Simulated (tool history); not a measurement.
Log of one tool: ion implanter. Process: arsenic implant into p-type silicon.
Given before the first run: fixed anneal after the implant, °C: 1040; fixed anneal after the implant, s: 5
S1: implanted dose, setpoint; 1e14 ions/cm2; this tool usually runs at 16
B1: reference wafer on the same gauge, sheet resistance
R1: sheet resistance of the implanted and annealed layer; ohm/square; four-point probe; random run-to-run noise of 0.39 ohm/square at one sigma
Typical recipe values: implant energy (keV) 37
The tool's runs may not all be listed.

Run 1, hour 0: usual settings but S1 13.71 1e14 ions/cm2, implant energy (keV) 28; B1 105.75. Result: R1 112.6 ohm/square.
Run 2, hour 88.9: usual settings but S1 13.71 1e14 ions/cm2, implant energy (keV) 28; B1 105.73. Result: R1 113.37 ohm/square.
Run 3, hour 129: usual settings but S1 13.71 1e14 ions/cm2, implant energy (keV) 28; B1 105.62. Result: R1 113.63 ohm/square.
Run 4, hour 190.7: usual settings; B1 105.61. Result: R1 97.21 ohm/square.
Run 5, hour 239.4: usual settings; B1 105.79. Result: R1 96.18 ohm/square.
Run 6, hour 282.4: usual settings; B1 105.69. Result: R1 97.36 ohm/square.
Run 7, hour 328.8: usual settings; B1 105.67. Result: R1 97.29 ohm/square.
Run 8, hour 370.2: usual settings; B1 105.83. Result: R1 97.33 ohm/square.
At hour 430.2: gauge calibrated.
Run 9, hour 434.3: usual settings; B1 105.82. Result: R1 97.15 ohm/square.
Run 10, hour 493.8: usual settings; B1 105.66. Result: R1 97.65 ohm/square.
Run 11, hour 532.6: usual settings; B1 105.75. Result: R1 97.62 ohm/square.
Run 12, hour 594.8: usual settings but S1 19.2 1e14 ions/cm2; B1 105.6. Result: R1 91.67 ohm/square.
Run 13, hour 641.8: usual settings; B1 105.63. Result: R1 97.73 ohm/square.
At hour 663.4: Faraday cup replaced and dose calibrated.
Run 14, hour 755.5: usual settings; B1 105.71. Result: R1 95.89 ohm/square.
Run 15, hour 815.4: usual settings; B1 105.69. Result: R1 96.13 ohm/square.
Run 16, hour 841.9: usual settings; B1 105.56. Result: R1 96.04 ohm/square.
Run 17, hour 882: usual settings but S1 19.52 1e14 ions/cm2; B1 105.65. Result: R1 89.49 ohm/square.
Run 18, hour 949.3: usual settings but S1 14.02 1e14 ions/cm2, implant energy (keV) 41; B1 105.68. Result: R1 98.01 ohm/square.
Run 19, hour 988.9: usual settings but S1 18 1e14 ions/cm2, implant energy (keV) 30.5; B1 105.74. Result: R1 99.68 ohm/square.

For run 20, what comes out?
Run 20, hour 1043.4: usual settings but implant energy (keV) 24.5; B1 ?. Result: R1 ?.

{"run 20": {"B1": 105.61, "R1": 113.16}}
The same run, on a tool lacking any hidden state, would have yielded R1 112.83 ohm/square.
